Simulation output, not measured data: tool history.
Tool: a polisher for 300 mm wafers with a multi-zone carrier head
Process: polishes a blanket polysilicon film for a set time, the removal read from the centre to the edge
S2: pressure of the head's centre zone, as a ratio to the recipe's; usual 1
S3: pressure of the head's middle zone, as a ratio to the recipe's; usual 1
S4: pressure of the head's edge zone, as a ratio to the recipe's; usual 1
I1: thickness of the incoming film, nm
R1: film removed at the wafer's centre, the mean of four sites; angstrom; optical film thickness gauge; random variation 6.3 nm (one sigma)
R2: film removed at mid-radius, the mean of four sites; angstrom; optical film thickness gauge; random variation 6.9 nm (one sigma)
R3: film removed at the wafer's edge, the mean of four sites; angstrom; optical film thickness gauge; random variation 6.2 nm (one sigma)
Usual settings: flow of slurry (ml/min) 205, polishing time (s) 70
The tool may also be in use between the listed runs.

run 1 hour=0 | flow_of_slurry_(ml/min)=205 S2=1 S3=1 S4=1 polishing_time_(s)=70 | I1=1733.9 | R1=4996 R2=5133 R3=5066
run 2 hour=12 | flow_of_slurry_(ml/min)=205 S2=1 S3=1 S4=1 polishing_time_(s)=70 | I1=1746.5 | R1=4933 R2=4975 R3=4880
run 3 hour=23.4 | flow_of_slurry_(ml/min)=205 S2=1 S3=1 S4=1 polishing_time_(s)=70 | I1=1750.3 | R1=4955 R2=4810 R3=4883
run 4 hour=38.6 | flow_of_slurry_(ml/min)=205 S2=1.09 S3=1 S4=1 polishing_time_(s)=79 | I1=1727.3 | R1=5937 R2=5537 R3=5565
run 5 hour=53.5 | flow_of_slurry_(ml/min)=205 S2=1.09 S3=1 S4=1 polishing_time_(s)=79 | I1=1713.3 | R1=6565 R2=5963 R3=6008
run 6 hour=59.7 | flow_of_slurry_(ml/min)=205 S2=1 S3=1 S4=1.07 polishing_time_(s)=58 | I1=1713.1 | R1=4281 R2=4402 R3=4528
run 7 hour=67 | flow_of_slurry_(ml/min)=230 S2=1 S3=1 S4=0.91 polishing_time_(s)=57 | I1=1710.4 | R1=4243 R2=4129 R3=4008
run 8 hour=84.2 | flow_of_slurry_(ml/min)=185 S2=1 S3=1 S4=1.04 polishing_time_(s)=70 | I1=1728.8 | R1=4831 R2=4849 R3=5098
run 9 hour=91.7 | flow_of_slurry_(ml/min)=165 S2=1 S3=0.88 S4=1 polishing_time_(s)=62 | I1=1745.5 | R1=4249 R2=3868 R3=4379
run 10 hour=107.4 | flow_of_slurry_(ml/min)=165 S2=1 S3=1 S4=1 polishing_time_(s)=51 | I1=1740.8 | R1=3433 R2=3487 R3=3477
run 11 hour=119.2 | flow_of_slurry_(ml/min)=245 S2=1 S3=1 S4=1 polishing_time_(s)=70 | I1=1737 | R1=4783 R2=4838 R3=4919
run 12 hour=131.5 | flow_of_slurry_(ml/min)=205 S2=1 S3=1 S4=1 polishing_time_(s)=70 | I1=1743.4 | R1=5410 R2=5317 R3=5470
run 13 hour=138 | flow_of_slurry_(ml/min)=245 S2=0.97 S3=1.09 S4=1 polishing_time_(s)=70 | I1=1732.9 | R1=5210 R2=5838 R3=5383
run 14 hour=148.2 | flow_of_slurry_(ml/min)=265 S2=1 S3=1.09 S4=1.1 polishing_time_(s)=58 | I1=1702.3 | R1=4318 R2=4655 R3=4523
run 15 hour=164.4 | flow_of_slurry_(ml/min)=205 S2=1.11 S3=0.89 S4=0.95 polishing_time_(s)=70 | I1=1741 | R1=5529 R2=4490 R3=4963
run 16 hour=181.7 | flow_of_slurry_(ml/min)=205 S2=1 S3=1 S4=1 polishing_time_(s)=70 | I1=1742 | R1=4871 R2=4852 R3=4951
run 17 hour=198 | flow_of_slurry_(ml/min)=165 S2=1 S3=1.07 S4=1 polishing_time_(s)=63 | I1=1731.7 | R1=4184 R2=4570 R3=4430
run 18 hour=214.9 | flow_of_slurry_(ml/min)=265 S2=1.09 S3=1 S4=1 polishing_time_(s)=70 | I1=1733.1 | R1=5297 R2=4982 R3=4975
run 19 hour=223 | flow_of_slurry_(ml/min)=205 S2=1.11 S3=1 S4=1 polishing_time_(s)=70 | I1=1713.6 | R1=5976 R2=5422 R3=5489
run 20 hour=235.4 | flow_of_slurry_(ml/min)=205 S2=1 S3=1 S4=0.91 polishing_time_(s)=58 | I1=1730.7 | R1=4294 R2=4339 R3=4138
run 21 hour=247.4 | flow_of_slurry_(ml/min)=205 S2=0.88 S3=1 S4=0.94 polishing_time_(s)=59 | I1=1741.7 | R1=3725 R2=4371 R3=4172
run 22 hour=255.5 | flow_of_slurry_(ml/min)=205 S2=1 S3=1 S4=1 polishing_time_(s)=70 | I1=1712.9 | R1=5049 R2=5040 R3=5037
run 23 hour=266.3 | flow_of_slurry_(ml/min)=205 S2=1 S3=0.93 S4=1 polishing_time_(s)=78 | I1=1711.7 | R1=5417 R2=5205 R3=5535

Taken out of this log: 7 entries between the listed runs. Where each belongs, and how the hidden state differs across it:
Between runs 4 and 5: worn pad replaced by a new one (hour 52.1)
  removal rate lost through wear of the pad, %: 10.5 -> 1.86
  measured less the result without the state, R1: -693 -> -125 angstrom; R2: -647 -> -113 angstrom; R3: -650 -> -113 angstrom
Between runs 8 and 9: edge zone pressure recalibrated (hour 87.1)
  removal rate lost through wear of the pad, %: 8.81 -> 9.62
  measured less the result without the state, R1: -467 -> -452 angstrom; R2: -469 -> -412 angstrom; R3: -493 -> -466 angstrom
Between runs 11 and 12: slurry nozzle cleaned (hour 125.7); centre zone pressure recalibrated (hour 126.1); worn pad replaced by a new one (hour 131)
  removal rate lost through wear of the pad, %: 11.2 -> 0.616
  measured less the result without the state, R1: -607 -> -34 angstrom; R2: -613 -> -33 angstrom; R3: -623 -> -34 angstrom
Between runs 13 and 14: carrier head's membrane replaced by a new one (hour 145.4)
  removal rate lost through wear of the pad, %: 2.86 -> 5.47
  measured less the result without the state, R1: -153 -> -249 angstrom; R2: -172 -> -269 angstrom; R3: -158 -> -262 angstrom
Between runs 18 and 19: worn pad replaced by a new one (hour 222.3)
  removal rate lost through wear of the pad, %: 10.8 -> 0.453
  measured less the result without the state, R1: -638 -> -27 angstrom; R2: -601 -> -24 angstrom; R3: -600 -> -25 angstrom

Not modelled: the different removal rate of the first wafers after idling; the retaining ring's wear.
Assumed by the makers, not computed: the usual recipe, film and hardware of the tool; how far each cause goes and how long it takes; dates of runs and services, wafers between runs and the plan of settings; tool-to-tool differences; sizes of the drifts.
